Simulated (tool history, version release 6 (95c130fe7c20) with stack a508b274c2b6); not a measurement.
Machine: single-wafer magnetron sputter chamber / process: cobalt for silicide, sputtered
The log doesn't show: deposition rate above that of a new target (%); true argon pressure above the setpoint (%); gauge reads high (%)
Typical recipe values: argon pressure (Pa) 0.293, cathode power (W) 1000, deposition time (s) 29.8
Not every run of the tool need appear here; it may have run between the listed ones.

run,day,argon pressure (Pa),cathode power (W),deposition time (s),wafers since the last listed run,wafers on the sputter target,hours since the last manometer calibration,hours since the magnet pack was replaced,hours since the gauge calibration,"read-back reference wafer on the same gauge, thickness_nm",mean film thickness on the monitor wafer (nm)
1,0,0.37,1000,29.8,0,2036,779.3,10815,58.3,17.504,14.394
2,1.242,0.351,1000,32.2,970,3007,809.1,10844.8,88.1,17.511,15.46
# day 4.188: sputter target and shields replaced
3,4.667,0.351,1000,32.2,2416,373,891.3,10927,170.3,17.493,15.896
4,5.346,0.351,1000,32.2,530,904,907.6,10943.3,186.6,17.508,15.77
5,5.892,0.293,1000,29.8,426,1330,920.7,10956.4,199.7,17.499,14.629
6,6.862,0.293,1000,29.8,758,2089,944,10979.7,223,17.493,14.481
7,8.354,0.205,1000,29.8,1166,3255,979.8,11015.5,258.8,17.487,14.603
# day 10.4: sputter target and shields replaced
8,12.746,0.293,1150,29.8,3172,1833,1085.2,11120.9,364.2,17.482,16.477
9,13.412,0.293,1150,29.8,521,2354,1101.2,11136.9,380.2,17.504,16.498
10,14.621,0.293,1150,29.8,944,3299,1130.2,11165.9,409.2,17.503,16.443
11,15.908,0.293,1000,29.8,1006,4306,1161.1,11196.8,440.1,17.512,14.279
12,16.417,0.293,1000,29.8,397,4703,1173.3,11209,452.3,17.506,14.185
13,17.7,0.293,1000,29.8,1003,5706,1204.1,11239.8,483.1,17.505,14.165
# day 18.471: sputter target and shields replaced
# day 19.017: magnet pack replaced, of another model than before
14,19.038,0.293,1000,29.8,524,183,1236.2,0.5,515.2,17.498,14.934
15,21.204,0.337,1000,29.8,1693,1877,1288.2,52.5,567.2,17.498,14.398
# day 22.1: capacitance manometer re-zeroed and calibrated
16,22.304,0.293,1000,26.2,599,2476,4.9,78.9,593.6,17.497,12.633
# day 23.083: gauge calibrated
17,23.529,0.293,1000,29.8,957,3434,34.3,108.3,10.7,17.504,14.292
18,24.567,0.293,1000,29.8,811,4245,59.2,133.2,35.6,17.497,14.374
19,25.125,0.293,1000,29.8,436,4681,72.6,146.6,49,17.492,14.36
# day 25.6: sputter target and shields replaced
20,26.258,0.293,1000,29.8,625,514,99.8,173.8,76.2,17.509,14.713
21,27.05,0.199,800,33.4,618,1132,118.8,192.8,95.2,17.49,13.525
22,28.004,0.209,800,33.8,745,1878,141.7,215.7,118.1,17.495,13.505
23,28.871,0.405,800,29.8,677,2556,162.5,236.5,138.9,17.485,11.254
24,31.546,0.293,1250,34.3,2091,4647,226.7,300.7,203.1,17.498,20.604
25,32.817,0.293,1000,29.8,993,5641,257.2,331.2,233.6,17.506,14.443
# day 33.296: sputter target and shields replaced
26,33.558,0.293,850,29.8,319,204,275,349,251.4,17.49,12.731
27,34.704,0.193,1150,32.8,895,1100,302.5,376.5,278.9,17.499,19.082
28,35.479,0.293,800,29.8,605,1706,321.1,395.1,297.5,17.496,11.636

Below are 4 alternative next runs, each starting from the tool's condition after run 28. Predict each:
A,35.496,0.293,1000,29.8,13,1719,321.5,395.5,297.9,?,?
B,35.496,0.388,850,29.8,13,1719,321.5,395.5,297.9,?,?
C,35.496,0.346,800,29.8,13,1719,321.5,395.5,297.9,?,?
D,35.496,0.293,1050,27.2,13,1719,321.5,395.5,297.9,?,?

run,"read-back reference wafer on the same gauge, thickness_nm",mean film thickness on the monitor wafer (nm)
A,17.5,14.512
B,17.5,12.072
C,17.5,11.491
D,17.5,13.9
Without the tool's hidden state the same runs would have given:
run,mean film thickness on the monitor wafer (nm)
A,14.972
B,12.454
C,11.855
D,14.34
